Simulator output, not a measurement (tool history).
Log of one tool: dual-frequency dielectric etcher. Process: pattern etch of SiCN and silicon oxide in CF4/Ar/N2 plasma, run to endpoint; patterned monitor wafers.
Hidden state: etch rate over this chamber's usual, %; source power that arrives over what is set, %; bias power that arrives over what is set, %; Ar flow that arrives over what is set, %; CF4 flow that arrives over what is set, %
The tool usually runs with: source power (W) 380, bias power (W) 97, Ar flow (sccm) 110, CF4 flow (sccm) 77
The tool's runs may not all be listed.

run	hour	source power (W)	bias power (W)	Ar flow (sccm)	CF4 flow (sccm)	wafers since the last listed run	hours since the last wet clean	hours since the last source power generator calibration	hours since the last bias power generator calibration	hours since the last Ar flow controller change	hours since the last CF4 flow controller change	hours since the last upper electrode change	incoming incoming film thickness, nm	endpoint time (s)
1	0	380	97	110	77	0	459.5	1091.6	2473.4	3341.8	3053.7	1973.8	16.7	20.1
# hour 68: wet clean of the chamber
2	68.5	380	97	110	77	644	0.5	1160.1	2541.9	3410.3	3122.2	2042.3	16.58	19.7
3	69.8	380	97	110	65	18	1.8	1161.4	2543.2	3411.6	3123.5	2043.6	16.72	20.1
# hour 115.6: bias power generator calibrated
4	237.3	380	79	110	77	2366	169.3	1328.9	121.7	3579.1	3291	2211.1	16.82	21
5	307.4	380	97	100	77	1014	239.4	1399	191.8	3649.2	3361.1	2281.2	16.46	18.9
6	340.7	380	97	110	77	481	272.7	1432.3	225.1	3682.5	3394.4	2314.5	16.53	19.2
7	375.9	320	97	110	94	509	307.9	1467.5	260.3	3717.7	3429.6	2349.7	16.73	21.6
# hour 428.7: upper electrode replaced
8	435.5	380	97	110	77	515	367.5	1527.1	319.9	3777.3	3489.2	6.8	16.72	19.5
# hour 465: wet clean of the chamber, repeated, since the last time left the tool worse
9	465.5	440	97	87	77	86	0.5	1557.1	349.9	3807.3	3519.2	36.8	16.48	17.7
10	518.8	380	97	110	77	771	53.8	1610.4	403.2	3860.6	3572.5	90.1	16.93	21
# hour 566.8: Ar flow controller replaced
11	596.2	380	97	110	77	1033	131.2	1687.8	480.6	29.4	3649.9	167.5	16.62	20.4
# hour 627.1: source power generator calibrated
12	642.5	380	97	110	64	612	177.5	15.4	526.9	75.7	3696.2	213.8	16.76	21.3
# hour 835.2: CF4 flow controller replaced
13	853.2	290	76	126	72	2962	388.2	226.1	737.6	286.4	18	424.5	16.65	27.9
14	882.4	380	97	100	77	422	417.4	255.3	766.8	315.6	47.2	453.7	16.73	20

For run 15, what comes out?
15	933.1	350	97	88	89	733	468.1	306	817.5	366.3	97.9	504.4	16.8	?

Logged for run 15: endpoint time (s) 20.8.
Take away the tool's hidden state, keep the run-to-run variation as it was, and the same run would have given endpoint time (s) 21.3.

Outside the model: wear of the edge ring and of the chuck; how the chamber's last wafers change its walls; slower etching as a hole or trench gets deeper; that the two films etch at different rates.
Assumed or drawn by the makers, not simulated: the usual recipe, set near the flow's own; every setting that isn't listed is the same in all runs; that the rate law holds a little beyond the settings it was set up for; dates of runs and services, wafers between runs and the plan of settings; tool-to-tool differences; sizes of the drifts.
